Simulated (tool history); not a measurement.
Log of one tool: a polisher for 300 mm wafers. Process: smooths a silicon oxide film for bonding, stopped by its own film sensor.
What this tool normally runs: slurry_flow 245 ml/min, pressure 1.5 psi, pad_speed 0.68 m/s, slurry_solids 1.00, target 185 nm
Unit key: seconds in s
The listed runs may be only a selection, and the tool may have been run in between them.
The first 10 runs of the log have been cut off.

run    hour  slurry_flow  pressure  pad_speed  slurry_solids  target  wafers since the last listed run  wafers polished on this pad  hours since the slurry nozzle was cleaned  hours since the head pressure was calibrated  hours since the slurry blender was calibrated  incoming thickness of the incoming film, nm  seconds
 11   799.6          245       1.5       0.68           1.20     185                               858                         4132                                      190.6                                        1037.3                                          409.8                                        239.2    106.3
 12   856.8          315       1.7       0.80           1.00     169                               484                         4616                                      247.8                                        1094.5                                          467.0                                        241.5    119.7
      914.3  -- worn pad replaced by a new one
 13   944.3          245       1.5       0.68           1.00     185                               707                          254                                      335.3                                        1182.0                                          554.5                                        244.0    128.0
      992.4  -- slurry blender recalibrated
 14  1051.1          245       1.5       0.68           1.00     200                               887                         1142                                      442.1                                        1288.8                                           58.7                                        240.1     87.9
 15  1101.7          245       1.8       0.68           1.00     185                               428                         1570                                      492.7                                        1339.4                                          109.3                                        242.1    102.0
 16  1207.5          170       1.3       0.68           1.00     185                               896                         2467                                      598.5                                        1445.2                                          215.1                                        242.2    145.7
 17  1277.7          245       1.5       0.68           1.00     185                               594                         3061                                      668.7                                        1515.4                                          285.3                                        239.9    121.0
     1290.5  -- slurry nozzle cleaned
     1319.4  -- head pressure recalibrated
 18  1338.2          245       1.5       0.68           1.00     185                               487                         3549                                       47.7                                          18.8                                          345.8                                        240.1    132.2
 19  1401.3          175       1.5       0.68           0.75     197                               534                         4083                                      110.8                                          81.9                                          408.9                                        239.4    120.1
 20  1451.9          245       1.5       0.68           1.00     185                               428                         4512                                      161.4                                         132.5                                          459.5                                        238.6    122.8
 21  1508.1          290       1.5       0.68           0.90     194                               476                         4988                                      217.6                                         188.7                                          515.7                                        243.0    118.1
     1553.6  -- worn pad replaced by a new one
 22  1606.9          245       1.6       0.84           1.10     185                               803                          451                                      316.4                                         287.5                                          614.5                                        235.6     88.0
     1641.8  -- slurry blender recalibrated
 23  1644.5          245       1.5       0.68           0.90     192                               301                          753                                      354.0                                         325.1                                            2.7                                        239.4    113.5
 24  1730.9          245       1.5       0.68           1.00     166                               731                         1484                                      440.4                                         411.5                                           89.1                                        240.5    168.7
 25  1838.8          245       1.1       0.88           0.80     172                               914                         2399                                      548.3                                         519.4                                          197.0                                        237.9    178.5
 26  1921.2          245       2.0       0.68           0.75     172                               698                         3097                                      630.7                                         601.8                                          279.4                                        238.5    131.8
 27  1999.4          245       1.5       0.68           1.00     185                               662                         3759                                      708.9                                         680.0                                          357.6                                        239.9    122.1
     2064.3  -- slurry nozzle cleaned
 28  2065.6          245       1.5       0.68           1.00     185                               552                         4311                                        1.3                                         746.2                                          423.8                                        241.3    120.4
     2073.2  -- worn pad replaced by a new one
 29  2160.8          220       1.5       0.90           1.00     185                               772                          742                                       96.5                                         841.4                                          519.0                                        234.8     89.5
 30  2203.0          315       2.0       0.68           1.30     199                               357                         1099                                      138.7                                         883.6                                          561.2                                        239.4     59.1
     2223.5  -- slurry blender recalibrated
 31  2288.7          245       1.5       0.68           0.95     185                               709                         1809                                      224.4                                         969.3                                           65.2                                        241.9    127.2

Alternative continuations, all from the tool just after run 31; predict every row:
  A  2289.2          245       1.5       0.68           1.00     185                                 4                         1813                                      224.9                                         969.8                                           65.7                                        236.4        ?
  B  2289.2          205       1.4       0.68           1.25     201                                 4                         1813                                      224.9                                         969.8                                           65.7                                        236.4        ?
  C  2289.2          245       1.9       0.58           0.80     198                                 4                         1813                                      224.9                                         969.8                                           65.7                                        236.4        ?

run  seconds
  A    114.1
  B     77.2
  C     86.2
Take away the tool's hidden state, keep each run's random variation, and the runs would have read:
run  seconds
  A    123.7
  B     83.7
  C     93.5

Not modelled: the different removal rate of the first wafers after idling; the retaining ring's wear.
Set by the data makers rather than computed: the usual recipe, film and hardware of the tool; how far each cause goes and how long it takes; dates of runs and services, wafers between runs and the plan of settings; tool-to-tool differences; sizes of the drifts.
